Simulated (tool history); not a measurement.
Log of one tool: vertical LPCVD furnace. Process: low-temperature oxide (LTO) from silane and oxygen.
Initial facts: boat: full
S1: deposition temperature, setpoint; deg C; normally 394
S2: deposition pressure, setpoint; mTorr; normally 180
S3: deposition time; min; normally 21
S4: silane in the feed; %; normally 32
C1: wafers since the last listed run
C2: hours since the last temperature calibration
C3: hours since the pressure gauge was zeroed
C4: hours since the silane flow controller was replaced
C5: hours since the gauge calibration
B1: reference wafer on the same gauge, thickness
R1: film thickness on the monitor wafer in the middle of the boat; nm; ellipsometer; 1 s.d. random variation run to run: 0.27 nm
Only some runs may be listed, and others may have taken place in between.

run,hour,S1,S2,S3,S4,C1,C2,C3,C4,C5,B1,R1
1,0,394,180,24.5,30,0,2579.3,1553.1,2850.7,290.2,93,112.6
# hour 9.1: gauge calibrated
2,24.2,394,180,24.5,30,330,2603.5,1577.3,2874.9,15.1,93.07,113.23
3,45.3,394,180,24.5,30,287,2624.6,1598.4,2896,36.2,93.04,112.03
4,79.8,394,180,21,32,470,2659.1,1632.9,2930.5,70.7,93.05,106.21
5,105,394,180,21,32,343,2684.3,1658.1,2955.7,95.9,93.03,105.63
6,146.9,394,180,21,32,571,2726.2,1700,2997.6,137.8,92.96,105.94
7,181.1,394,180,21,32,466,2760.4,1734.2,3031.8,172,93.02,105.58
8,196.4,388,180,21,32,208,2775.7,1749.5,3047.1,187.3,93.03,97.85
9,212.8,394,210,21,28,223,2792.1,1765.9,3063.5,203.7,92.97,101.5
# hour 243.1: thermocouples replaced and temperature profile calibrated
10,244.9,404,180,21,38,110,1.8,1798,3095.6,235.8,93.01,148.3
# hour 273.7: pressure gauge zeroed
11,277.2,399,180,21,28,113,34.1,3.5,3127.9,268.1,92.92,102.01
# hour 300.6: gauge calibrated
12,308.8,394,195,21,26,431,65.7,35.1,3159.5,8.2,92.96,92.58
13,323.1,394,180,21,35,195,80,49.4,3173.8,22.5,93.03,133.21
# hour 354.1: silane flow controller replaced
# hour 354.6: pressure gauge zeroed, repeated, since the last time left the tool worse
14,355.1,394,180,13,38,102,112,0.5,1,54.5,92.98,86.32
15,367.2,394,180,21,29,165,124.1,12.6,13.1,66.6,93.05,94.9
16,387.8,394,180,21,32,281,144.7,33.2,33.7,87.2,92.97,110.21
17,416.2,404,160,21,38,387,173.1,61.6,62.1,115.6,92.99,138.08
18,444.7,404,180,21,38,388,201.6,90.1,90.6,144.1,93.03,154.6

Branching from run 18: 4 alternative next runs. What would each branch give?
A,448.6,394,180,21,32,53,205.5,94,94.5,148,?,?
B,448.6,394,165,29,36,53,205.5,94,94.5,148,?,?
C,448.6,394,180,21,38,53,205.5,94,94.5,148,?,?
D,448.6,404,195,28,30,53,205.5,94,94.5,148,?,?

run,B1,R1
A,93.02,110.56
B,93.02,164.66
C,93.02,139.55
D,93.02,163.83
What these runs would have given with no unlogged condition in the tool:
run,R1
A,110.59
B,164.71
C,139.59
D,163.88
